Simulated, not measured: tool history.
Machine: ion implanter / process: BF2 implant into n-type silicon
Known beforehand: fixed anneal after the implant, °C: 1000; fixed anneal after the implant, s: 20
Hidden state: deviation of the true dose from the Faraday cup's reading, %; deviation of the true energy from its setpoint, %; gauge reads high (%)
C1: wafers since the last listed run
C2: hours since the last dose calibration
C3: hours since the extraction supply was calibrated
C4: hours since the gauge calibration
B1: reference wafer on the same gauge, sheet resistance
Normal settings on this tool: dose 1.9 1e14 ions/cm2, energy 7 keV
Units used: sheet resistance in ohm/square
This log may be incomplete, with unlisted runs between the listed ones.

Run 1, hour 0: usual settings but energy 9 keV; C1 0; C2 2070.5; C3 2194.9; C4 751.3; B1 528.08. Result: sheet resistance 585.28 ohm/square.
Run 2, hour 26.6: usual settings; C1 825; C2 2097.1; C3 2221.5; C4 777.9; B1 527.96. Result: sheet resistance 619.9 ohm/square.
Run 3, hour 62: usual settings; C1 1098; C2 2132.5; C3 2256.9; C4 813.3; B1 528.22. Result: sheet resistance 619.02 ohm/square.
Run 4, hour 114.6: usual settings but dose 2.07 1e14 ions/cm2; C1 1631; C2 2185.1; C3 2309.5; C4 865.9; B1 528.35. Result: sheet resistance 585.28 ohm/square.
Run 5, hour 236.6: usual settings but dose 2.07 1e14 ions/cm2; C1 3784; C2 2307.1; C3 2431.5; C4 987.9; B1 528.38. Result: sheet resistance 580.7 ohm/square.
Run 6, hour 290.8: usual settings but dose 2.07 1e14 ions/cm2; C1 1681; C2 2361.3; C3 2485.7; C4 1042.1; B1 528.12. Result: sheet resistance 582.19 ohm/square.
Run 7, hour 427.2: usual settings but energy 5.5 keV; C1 4230; C2 2497.7; C3 2622.1; C4 1178.5; B1 528.06. Result: sheet resistance 663.87 ohm/square.
Run 8, hour 469.6: usual settings but energy 5.5 keV; C1 1315; C2 2540.1; C3 2664.5; C4 1220.9; B1 527.97. Result: sheet resistance 663.92 ohm/square.
Run 9, hour 536.2: usual settings but energy 5.5 keV; C1 2065; C2 2606.7; C3 2731.1; C4 1287.5; B1 527.61. Result: sheet resistance 663.3 ohm/square.
Run 10, hour 572.5: usual settings; C1 1125; C2 2643; C3 2767.4; C4 1323.8; B1 528.28. Result: sheet resistance 619.03 ohm/square.
Run 11, hour 602.3: usual settings; C1 924; C2 2672.8; C3 2797.2; C4 1353.6; B1 527.92. Result: sheet resistance 620.92 ohm/square.
Run 12, hour 641.9: usual settings; C1 1228; C2 2712.4; C3 2836.8; C4 1393.2; B1 528.22. Result: sheet resistance 618.22 ohm/square.
At hour 642.5: gauge calibrated.
At hour 658.1: Faraday cup replaced and dose calibrated.
Run 13, hour 670.1: usual settings but dose 1.66 1e14 ions/cm2; C1 626; C2 12; C3 2865; C4 27.6; B1 527.73. Result: sheet resistance 703.47 ohm/square.
Run 14, hour 696: usual settings but dose 2.42 1e14 ions/cm2, energy 5 keV; C1 803; C2 37.9; C3 2890.9; C4 53.5; B1 528.49. Result: sheet resistance 601.66 ohm/square.
Run 15, hour 766.8: usual settings; C1 2196; C2 108.7; C3 2961.7; C4 124.3; B1 528.03. Result: sheet resistance 636.32 ohm/square.
Run 16, hour 794: usual settings; C1 843; C2 135.9; C3 2988.9; C4 151.5; B1 527.87. Result: sheet resistance 635.29 ohm/square.
At hour 803.1: extraction supply calibrated.
Run 17, hour 846.7: usual settings but dose 1.68 1e14 ions/cm2, energy 8 keV; C1 1386; C2 188.6; C3 43.6; C4 204.2; B1 528.06. Result: sheet resistance 677.3 ohm/square.
Run 18, hour 873.1: usual settings but dose 1.37 1e14 ions/cm2, energy 8 keV; C1 818; C2 215; C3 70; C4 230.6; B1 528.06. Result: sheet resistance 795.28 ohm/square.
Run 19, hour 902.9: usual settings but dose 1.63 1e14 ions/cm2, energy 5 keV; C1 924; C2 244.8; C3 99.8; C4 260.4; B1 527.72. Result: sheet resistance 770.03 ohm/square.
Run 20, hour 934.9: usual settings but dose 2.12 1e14 ions/cm2, energy 8 keV; C1 992; C2 276.8; C3 131.8; C4 292.4; B1 528.03. Result: sheet resistance 564.94 ohm/square.
Run 21, hour 1073.7: usual settings; C1 4305; C2 415.6; C3 270.6; C4 431.2; B1 528.01. Result: sheet resistance 630.94 ohm/square.
Run 22, hour 1109.6: usual settings but energy 5 keV; C1 1113; C2 451.5; C3 306.5; C4 467.1; B1 527.76. Result: sheet resistance 695.63 ohm/square.
Run 23, hour 1160.4: usual settings but dose 2.07 1e14 ions/cm2, energy 9 keV; C1 1575; C2 502.3; C3 357.3; C4 517.9; B1 527.69. Result: sheet resistance 556.48 ohm/square.
Run 24, hour 1225.7: usual settings; C1 2025; C2 567.6; C3 422.6; C4 583.2; B1 527.76. Result: sheet resistance 629.28 ohm/square.

For each entry between runs, how does the tool's hidden state at the last listed run before it compare with that at the first listed run after it?
After run 12, before run 13: gauge calibrated (hour 642.5); Faraday cup replaced and dose calibrated (hour 658.1)
  deviation of the true dose from the Faraday cup's reading, %: 3.53 -> -0.394
  measured less the result without the state, sheet resistance: -16.03 -> +2.12 ohm/square
After run 16, before run 17: extraction supply calibrated (hour 803.1)
  deviation of the true dose from the Faraday cup's reading, %: 0.11 -> 0.302
  measured less the result without the state, sheet resistance: -0.52 -> -1.63 ohm/square
